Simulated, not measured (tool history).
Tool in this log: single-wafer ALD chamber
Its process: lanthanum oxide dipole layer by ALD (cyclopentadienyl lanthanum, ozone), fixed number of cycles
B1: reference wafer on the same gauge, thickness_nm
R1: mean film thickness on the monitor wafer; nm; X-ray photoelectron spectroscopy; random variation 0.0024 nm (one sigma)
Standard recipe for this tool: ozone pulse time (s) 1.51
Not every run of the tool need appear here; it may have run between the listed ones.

Run 1, hour 0.0: usual settings; B1 0.477. Result: R1 0.543 nm.
Run 2, hour 32.2: usual settings; B1 0.476. Result: R1 0.544 nm.
Run 3, hour 52.5: usual settings; B1 0.477. Result: R1 0.548 nm.
Run 4, hour 70.2: usual settings; B1 0.477. Result: R1 0.543 nm.
Run 5, hour 85.6: usual settings; B1 0.478. Result: R1 0.547 nm.
Run 6, hour 114.4: usual settings; B1 0.477. Result: R1 0.545 nm.
Run 7, hour 137.1: usual settings; B1 0.477. Result: R1 0.550 nm.
Run 8, hour 172.2: usual settings; B1 0.477. Result: R1 0.549 nm.
At hour 195.7: gauge calibrated.
Run 9, hour 207.1: usual settings; B1 0.477. Result: R1 0.545 nm.
At hour 239.2: showerhead replaced, of another model than before.
Run 10, hour 241.8: usual settings; B1 0.477. Result: R1 0.563 nm.
Run 11, hour 262.2: usual settings but ozone pulse time (s) 1.76; B1 0.477. Result: R1 0.571 nm.
Run 12, hour 276.7: usual settings but ozone pulse time (s) 1.08; B1 0.476. Result: R1 0.528 nm.
At hour 301.3: thermocouple changed; heater temperature recalibrated.
Run 13, hour 304.6: usual settings but ozone pulse time (s) 1.26; B1 0.477. Result: R1 0.545 nm.
At hour 320.3: ozone generator serviced.
Run 14, hour 328.5: usual settings but ozone pulse time (s) 1.85; B1 0.477. Result: R1 0.593 nm.
Run 15, hour 363.7: usual settings but ozone pulse time (s) 1.23; B1 0.476. Result: R1 0.571 nm.
Run 16, hour 381.6: usual settings but ozone pulse time (s) 1.91; B1 0.477. Result: R1 0.594 nm.
Run 17, hour 394.3: usual settings but ozone pulse time (s) 1.18; B1 0.477. Result: R1 0.568 nm.
Run 18, hour 419.6: usual settings but ozone pulse time (s) 1.27; B1 0.477. Result: R1 0.570 nm.
Run 19, hour 468.8: usual settings; B1 0.477. Result: R1 0.581 nm.
Run 20, hour 484.1: usual settings but ozone pulse time (s) 1.32; B1 0.477. Result: R1 0.568 nm.
Run 21, hour 499.5: usual settings but ozone pulse time (s) 0.92; B1 0.476. Result: R1 0.542 nm.
Run 22, hour 514.8: usual settings but ozone pulse time (s) 1.33; B1 0.477. Result: R1 0.567 nm.
Run 23, hour 529.1: usual settings; B1 0.477. Result: R1 0.581 nm.
Run 24, hour 547.4: usual settings but ozone pulse time (s) 1.87; B1 0.477. Result: R1 0.594 nm.
Run 25, hour 578.6: usual settings but ozone pulse time (s) 1.07; B1 0.477. Result: R1 0.555 nm.
Run 26, hour 598.2: usual settings but ozone pulse time (s) 1.99; B1 0.477. Result: R1 0.592 nm.
Run 27, hour 614.5: usual settings; B1 0.477. Result: R1 0.575 nm.
Run 28, hour 648.0: usual settings; B1 0.477. Result: R1 0.577 nm.
Run 29, hour 670.8: usual settings but ozone pulse time (s) 1.28; B1 0.477. Result: R1 0.563 nm.
Run 30, hour 703.5: usual settings but ozone pulse time (s) 1.10; B1 0.478. Result: R1 0.548 nm.
At hour 715.0: gauge calibrated.
Run 31, hour 732.4: usual settings but ozone pulse time (s) 1.93; B1 0.478. Result: R1 0.588 nm.
Run 32, hour 752.0: usual settings but ozone pulse time (s) 1.83; B1 0.476. Result: R1 0.589 nm.
Run 33, hour 767.9: usual settings but ozone pulse time (s) 2.06; B1 0.477. Result: R1 0.589 nm.
Run 34, hour 799.4: usual settings; B1 0.477. Result: R1 0.577 nm.

Forecast each of these 4 alternatives for the next run:
Run A, hour 799.8: usual settings; B1 ?. Result: R1 ?.
Run B, hour 799.8: usual settings but ozone pulse time (s) 1.09; B1 ?. Result: R1 ?.
Run C, hour 799.8: usual settings but ozone pulse time (s) 1.71; B1 ?. Result: R1 ?.
Run D, hour 799.8: usual settings but ozone pulse time (s) 1.31; B1 ?. Result: R1 ?.

run     B1     R1
  A  0.477  0.571
  B  0.477  0.544
  C  0.477  0.580
  D  0.477  0.560
Take away the tool's hidden state, keep each run's random variation, and the runs would have read:
run     R1
  A  0.583
  B  0.562
  C  0.590
  D  0.575
